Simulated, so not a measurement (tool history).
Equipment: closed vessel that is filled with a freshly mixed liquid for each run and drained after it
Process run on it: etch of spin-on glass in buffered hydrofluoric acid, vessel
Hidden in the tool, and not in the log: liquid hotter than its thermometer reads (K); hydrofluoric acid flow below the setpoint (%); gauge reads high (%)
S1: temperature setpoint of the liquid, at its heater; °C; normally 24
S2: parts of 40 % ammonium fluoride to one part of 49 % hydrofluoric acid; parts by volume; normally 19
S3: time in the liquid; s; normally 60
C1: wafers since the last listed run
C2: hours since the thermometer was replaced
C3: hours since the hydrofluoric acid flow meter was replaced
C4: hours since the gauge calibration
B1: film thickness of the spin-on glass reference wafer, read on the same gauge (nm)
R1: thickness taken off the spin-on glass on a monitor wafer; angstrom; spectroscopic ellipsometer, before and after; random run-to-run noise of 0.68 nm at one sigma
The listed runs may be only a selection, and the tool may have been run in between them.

| run | hour | S1 | S2 | S3 | C1 | C2 | C3 | C4 | B1 | R1 |
|---|---|---|---|---|---|---|---|---|---|---|
| 1 | 0 | 24 | 19 | 55 | 0 | 1217.1 | 383.1 | 289.9 | 70.01 | 1475.9 |
| 2 | 7 | 24 | 19 | 55 | 1010 | 1224.1 | 390.1 | 296.9 | 70.01 | 1465.9 |
| 3 | 15 | 24 | 19 | 80 | 1154 | 1232.1 | 398.1 | 304.9 | 70.01 | 2148.8 |
| 4 | 30 | 24 | 15 | 35 | 2164 | 1247.1 | 413.1 | 319.9 | 69.98 | 1189.1 |
| 5 | 43.4 | 24 | 15 | 35 | 1933 | 1260.5 | 426.5 | 333.3 | 70 | 1189.1 |
| 6 | 51.7 | 24 | 15 | 35 | 1197 | 1268.8 | 434.8 | 341.6 | 69.99 | 1185.6 |
| 7 | 66.1 | 24 | 19 | 75 | 2077 | 1283.2 | 449.2 | 356 | 70.02 | 2011.8 |
| 8 | 75.6 | 24 | 19 | 60 | 1370 | 1292.7 | 458.7 | 365.5 | 70 | 1609 |
|  | 81.8 | thermometer replaced |
| 9 | 86 | 24 | 19 | 60 | 1356 | 4.2 | 469.1 | 375.9 | 69.96 | 1613.2 |
| 10 | 101 | 24 | 19 | 60 | 2164 | 19.2 | 484.1 | 390.9 | 70 | 1611.2 |
| 11 | 114.6 | 24 | 19 | 60 | 1962 | 32.8 | 497.7 | 404.5 | 70.02 | 1611.1 |
| 12 | 124.9 | 24 | 19 | 60 | 1486 | 43.1 | 508 | 414.8 | 70 | 1607.9 |
| 13 | 139.9 | 24 | 19 | 60 | 2164 | 58.1 | 523 | 429.8 | 69.99 | 1611.6 |
| 14 | 155.5 | 27.5 | 16.5 | 60 | 2251 | 73.7 | 538.6 | 445.4 | 70.02 | 2231.2 |
| 15 | 166.7 | 27 | 22 | 85 | 1616 | 84.9 | 549.8 | 456.6 | 69.98 | 2394.2 |
| 16 | 181.5 | 24 | 19 | 60 | 2135 | 99.7 | 564.6 | 471.4 | 70 | 1599.7 |
| 17 | 189.8 | 27 | 17 | 40 | 1197 | 108 | 572.9 | 479.7 | 69.99 | 1401 |
| 18 | 204.5 | 26 | 26.5 | 60 | 2121 | 122.7 | 587.6 | 494.4 | 70.01 | 1399.6 |
| 19 | 217.6 | 26 | 11.5 | 45 | 1890 | 135.8 | 600.7 | 507.5 | 69.99 | 2204.9 |
| 20 | 223.6 | 24 | 26.5 | 35 | 865 | 141.8 | 606.7 | 513.5 | 70.03 | 738.3 |
|  | 231.4 | gauge calibrated |
| 21 | 237.8 | 28 | 25.5 | 70 | 2049 | 156 | 620.9 | 6.4 | 69.99 | 1890.3 |
|  | 239.2 | hydrofluoric acid flow meter replaced |
| 22 | 250.9 | 22.5 | 24 | 70 | 1745 | 169.1 | 11.7 | 19.5 | 69.99 | 1439.7 |
| 23 | 262.6 | 24 | 19 | 60 | 1688 | 180.8 | 23.4 | 31.2 | 70.03 | 1619.9 |
| 24 | 280.2 | 24 | 16.5 | 30 | 2539 | 198.4 | 41 | 48.8 | 70.01 | 922.9 |
| 25 | 291.7 | 24 | 15 | 60 | 1659 | 209.9 | 52.5 | 60.3 | 70.02 | 2026.1 |
| 26 | 307.2 | 26 | 19 | 75 | 2236 | 225.4 | 68 | 75.8 | 70.01 | 2245.1 |
| 27 | 323.5 | 24 | 19 | 60 | 2352 | 241.7 | 84.3 | 92.1 | 70 | 1611 |
| 28 | 338.3 | 28.5 | 15.5 | 95 | 2135 | 256.5 | 99.1 | 106.9 | 70.02 | 3963.2 |
| 29 | 350.4 | 24 | 19 | 60 | 1745 | 268.6 | 111.2 | 119 | 70 | 1603.5 |
| 30 | 363.5 | 25.5 | 16.5 | 80 | 1890 | 281.7 | 124.3 | 132.1 | 70.03 | 2653.5 |
| 31 | 396.1 | 24 | 19 | 60 | 4704 | 314.3 | 156.9 | 164.7 | 69.99 | 1606 |
| 32 | 405.4 | 21 | 24 | 50 | 1341 | 323.6 | 166.2 | 174 | 69.98 | 956.3 |
| 33 | 416.4 | 24 | 19 | 55 | 1587 | 334.6 | 177.2 | 185 | 69.98 | 1473.4 |
| 34 | 423.6 | 24 | 16 | 60 | 1038 | 341.8 | 184.4 | 192.2 | 70.02 | 1897.9 |

Exercise: give the hidden state of the tool at every run:
liquid hotter than its thermometer reads (K): 0 across all the runs
hydrofluoric acid flow below the setpoint (%): 0 across all the runs
gauge reads high (%): 0 across all the runs
